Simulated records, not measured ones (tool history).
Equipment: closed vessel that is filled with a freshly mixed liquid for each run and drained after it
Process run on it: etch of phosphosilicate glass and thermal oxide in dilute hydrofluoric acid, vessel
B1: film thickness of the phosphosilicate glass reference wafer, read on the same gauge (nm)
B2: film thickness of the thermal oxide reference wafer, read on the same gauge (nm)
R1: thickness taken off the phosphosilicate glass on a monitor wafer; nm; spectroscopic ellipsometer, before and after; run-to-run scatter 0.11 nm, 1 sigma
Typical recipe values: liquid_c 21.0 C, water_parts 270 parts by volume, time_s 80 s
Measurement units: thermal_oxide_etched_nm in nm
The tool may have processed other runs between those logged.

Run 1, hour 0.0: usual settings but water_parts 330 parts by volume; B1 30.06; B2 149.982. Result: R1 14.56 nm, thermal_oxide_etched_nm 0.834 nm.
Run 2, hour 8.9: usual settings but water_parts 330 parts by volume; B1 30.01; B2 150.035. Result: R1 14.56 nm, thermal_oxide_etched_nm 0.876 nm.
Run 3, hour 38.6: usual settings but liquid_c 18.0 C, time_s 100 s; B1 30.00; B2 149.993. Result: R1 21.15 nm, thermal_oxide_etched_nm 1.195 nm.
Run 4, hour 50.6: usual settings but time_s 50 s; B1 30.03; B2 149.986. Result: R1 11.76 nm, thermal_oxide_etched_nm 0.676 nm.
Run 5, hour 67.2: usual settings but time_s 50 s; B1 30.03; B2 150.028. Result: R1 11.88 nm, thermal_oxide_etched_nm 0.720 nm.
Run 6, hour 81.1: usual settings; B1 30.04; B2 149.995. Result: R1 19.03 nm, thermal_oxide_etched_nm 1.133 nm.
Run 7, hour 92.6: usual settings; B1 30.00; B2 149.988. Result: R1 19.14 nm, thermal_oxide_etched_nm 1.161 nm.
Run 8, hour 109.3: usual settings but water_parts 175 parts by volume; B1 30.02; B2 150.002. Result: R1 32.53 nm, thermal_oxide_etched_nm 1.888 nm.
Run 9, hour 125.6: usual settings; B1 29.97; B2 150.015. Result: R1 19.10 nm, thermal_oxide_etched_nm 1.133 nm.
At hour 137.3: hydrofluoric acid flow meter replaced.
Run 10, hour 140.0: usual settings but liquid_c 24.0 C, water_parts 370 parts by volume, time_s 55 s; B1 29.99; B2 150.004. Result: R1 9.50 nm, thermal_oxide_etched_nm 0.577 nm.
Run 11, hour 156.6: usual settings but liquid_c 19.5 C, water_parts 235 parts by volume; B1 29.99; B2 149.982. Result: R1 21.34 nm, thermal_oxide_etched_nm 1.307 nm.
At hour 168.6: thermometer replaced.
Run 12, hour 169.5: usual settings but liquid_c 17.0 C, time_s 30 s; B1 29.98; B2 150.011. Result: R1 5.51 nm, thermal_oxide_etched_nm 0.339 nm.
Run 13, hour 183.5: usual settings but liquid_c 17.0 C, time_s 100 s; B1 30.00; B2 150.000. Result: R1 18.53 nm, thermal_oxide_etched_nm 1.054 nm.
At hour 192.0: gauge calibrated.
Run 14, hour 199.2: usual settings but time_s 125 s; B1 30.00; B2 149.982. Result: R1 26.57 nm, thermal_oxide_etched_nm 1.516 nm.
Run 15, hour 216.8: usual settings but liquid_c 25.5 C, time_s 60 s; B1 29.98; B2 150.024. Result: R1 14.96 nm, thermal_oxide_etched_nm 0.913 nm.
Run 16, hour 234.0: usual settings; B1 30.02; B2 149.994. Result: R1 17.07 nm, thermal_oxide_etched_nm 0.995 nm.
Run 17, hour 248.4: usual settings; B1 30.01; B2 150.013. Result: R1 16.99 nm, thermal_oxide_etched_nm 0.981 nm.
Run 18, hour 259.6: usual settings but liquid_c 24.5 C, water_parts 320 parts by volume, time_s 45 s; B1 29.98; B2 149.987. Result: R1 8.74 nm, thermal_oxide_etched_nm 0.507 nm.
Run 19, hour 298.4: usual settings; B1 30.03; B2 149.993. Result: R1 17.18 nm, thermal_oxide_etched_nm 1.017 nm.
Run 20, hour 311.9: usual settings but time_s 115 s; B1 29.99; B2 150.025. Result: R1 24.69 nm, thermal_oxide_etched_nm 1.479 nm.
Run 21, hour 326.3: usual settings but liquid_c 23.0 C, water_parts 385 parts by volume; B1 30.01; B2 150.007. Result: R1 11.48 nm, thermal_oxide_etched_nm 0.678 nm.
Run 22, hour 342.3: usual settings; B1 30.03; B2 150.034. Result: R1 17.10 nm, thermal_oxide_etched_nm 1.005 nm.
Run 23, hour 359.9: usual settings but water_parts 385 parts by volume; B1 30.00; B2 150.004. Result: R1 10.91 nm, thermal_oxide_etched_nm 0.655 nm.
Run 24, hour 367.3: usual settings but water_parts 325 parts by volume, time_s 50 s; B1 29.97; B2 149.991. Result: R1 8.46 nm, thermal_oxide_etched_nm 0.504 nm.
Run 25, hour 378.8: usual settings but water_parts 165 parts by volume, time_s 120 s; B1 30.02; B2 150.019. Result: R1 46.45 nm, thermal_oxide_etched_nm 2.618 nm.

Predict each of these 4 candidate next runs independently; none follows another, all start after run 25:
Run A, hour 379.5: usual settings but water_parts 205 parts by volume; B1 ?; B2 ?. Result: R1 ?, thermal_oxide_etched_nm ?.
Run B, hour 379.5: usual settings but time_s 130 s; B1 ?; B2 ?. Result: R1 ?, thermal_oxide_etched_nm ?.
Run C, hour 379.5: usual settings but time_s 40 s; B1 ?; B2 ?. Result: R1 ?, thermal_oxide_etched_nm ?.
Run D, hour 379.5: usual settings but liquid_c 17.5 C, water_parts 365 parts by volume, time_s 60 s; B1 ?; B2 ?. Result: R1 ?, thermal_oxide_etched_nm ?.

run     B1       B2     R1  thermal_oxide_etched_nm
  A  29.97  149.984  24.22                    1.443
  B  29.97  149.984  28.04                    1.671
  C  29.97  149.984   8.63                    0.514
  D  29.97  149.984   7.76                    0.462
What these runs would have given with no unlogged condition in the tool:
run     R1  thermal_oxide_etched_nm
  A  23.83                    1.420
  B  27.62                    1.646
  C   8.50                    0.506
  D   7.64                    0.455

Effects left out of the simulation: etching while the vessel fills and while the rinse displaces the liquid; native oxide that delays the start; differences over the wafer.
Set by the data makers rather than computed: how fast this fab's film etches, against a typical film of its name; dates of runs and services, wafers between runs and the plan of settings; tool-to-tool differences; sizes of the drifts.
